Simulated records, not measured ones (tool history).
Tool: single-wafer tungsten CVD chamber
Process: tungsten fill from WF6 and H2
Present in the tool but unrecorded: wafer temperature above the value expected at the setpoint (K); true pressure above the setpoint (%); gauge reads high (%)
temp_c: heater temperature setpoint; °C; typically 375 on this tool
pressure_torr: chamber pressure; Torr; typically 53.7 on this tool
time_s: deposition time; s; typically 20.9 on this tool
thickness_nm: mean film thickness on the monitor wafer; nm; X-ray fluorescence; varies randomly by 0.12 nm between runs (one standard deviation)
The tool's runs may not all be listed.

run     day  temp_c  pressure_torr  time_s  wafers since the last listed run  hours since the last thermocouple change  hours since the last manometer calibration  hours since the showerhead was replaced  hours since the gauge calibration  read-back reference wafer on the same gauge, thickness_nm  thickness_nm
  1   0.000     375           53.7    20.9                                 0                                    2605.8                                      1207.0                                   2720.0                              423.3                                                     37.677        38.738
  2   2.525     368           62.1    20.9                              1898                                    2666.4                                      1267.6                                   2780.6                              483.9                                                     37.718        34.140
  3   3.883     368           62.1    20.9                              1021                                    2699.0                                      1300.2                                   2813.2                              516.5                                                     37.704        34.299
  4   5.821     368           62.1    20.9                              1456                                    2745.5                                      1346.7                                   2859.7                              563.0                                                     37.697        34.432
  5   8.304     375           53.7    20.9                              1866                                    2805.1                                      1406.3                                   2919.3                              622.6                                                     37.704        38.783
  6  10.925     375           53.7    20.9                              1970                                    2868.0                                      1469.2                                   2982.2                              685.5                                                     37.677        38.710
  7  13.133     375           53.7    20.9                              1660                                    2921.0                                      1522.2                                   3035.2                              738.5                                                     37.700        38.877
  8  15.538     375           53.7    20.9                              1807                                    2978.7                                      1579.9                                   3092.9                              796.2                                                     37.711        38.542
     18.296  -- showerhead replaced
  9  18.317     375           53.7    20.9                              1838                                    3045.4                                      1646.6                                      0.5                              862.9                                                     37.739        38.750
     19.725  -- thermocouple changed; heater temperature recalibrated
 10  20.317     375           53.7    20.9                              1252                                      14.2                                      1694.6                                     48.5                              910.9                                                     37.697        42.821
     21.908  -- gauge calibrated
 11  22.479     383           45.2    19.6                              1625                                      66.1                                      1746.5                                    100.4                               13.7                                                     37.727        45.435
 12  24.854     363           65.5    22.1                              1785                                     123.1                                      1803.5                                    157.4                               70.7                                                     37.681        35.943
 13  27.617     375           44.7    19.2                              2076                                     189.4                                      1869.8                                    223.7                              137.0                                                     37.736        36.203
 14  28.962     364           49.2    20.9                              1011                                     221.7                                      1902.1                                    256.0                              169.3                                                     37.735        31.238
 15  30.442     368           45.9    20.9                              1111                                     257.2                                      1937.6                                    291.5                              204.8                                                     37.677        33.547
     31.896  -- capacitance manometer re-zeroed and calibrated
 16  31.917     368           45.9    20.9                               858                                     292.6                                         0.5                                    326.9                              240.2                                                     37.738        34.590
 17  34.412     375           53.7    18.8                              1876                                     352.5                                        60.4                                    386.8                              300.1                                                     37.678        38.496
 18  37.333     375           53.7    20.9                              2195                                     422.6                                       130.5                                    456.9                              370.2                                                     37.644        42.603
 19  39.958     361           45.8    22.0                              1973                                     485.6                                       193.5                                    519.9                              433.2                                                     37.676        29.806

Each row is a separate what-if for the run after 19, all from the same tool condition, not one after another. Results?
  A  39.975     375           53.7    20.9                                12                                     486.0                                       193.9                                    520.3                              433.6                                                          ?             ?
  B  39.975     381           67.0    18.5                                12                                     486.0                                       193.9                                    520.3                              433.6                                                          ?             ?
  C  39.975     375           43.2    20.9                                12                                     486.0                                       193.9                                    520.3                              433.6                                                          ?             ?
  D  39.975     379           62.3    20.9                                12                                     486.0                                       193.9                                    520.3                              433.6                                                          ?             ?

run  read-back reference wafer on the same gauge, thickness_nm  thickness_nm
  A                                                     37.748        42.260
  B                                                     37.748        46.431
  C                                                     37.748        39.329
  D                                                     37.748        48.839
Without the tool's unlogged condition, the same runs would have read:
run  thickness_nm
  A        44.263
  B        48.561
  C        41.201
  D        51.126
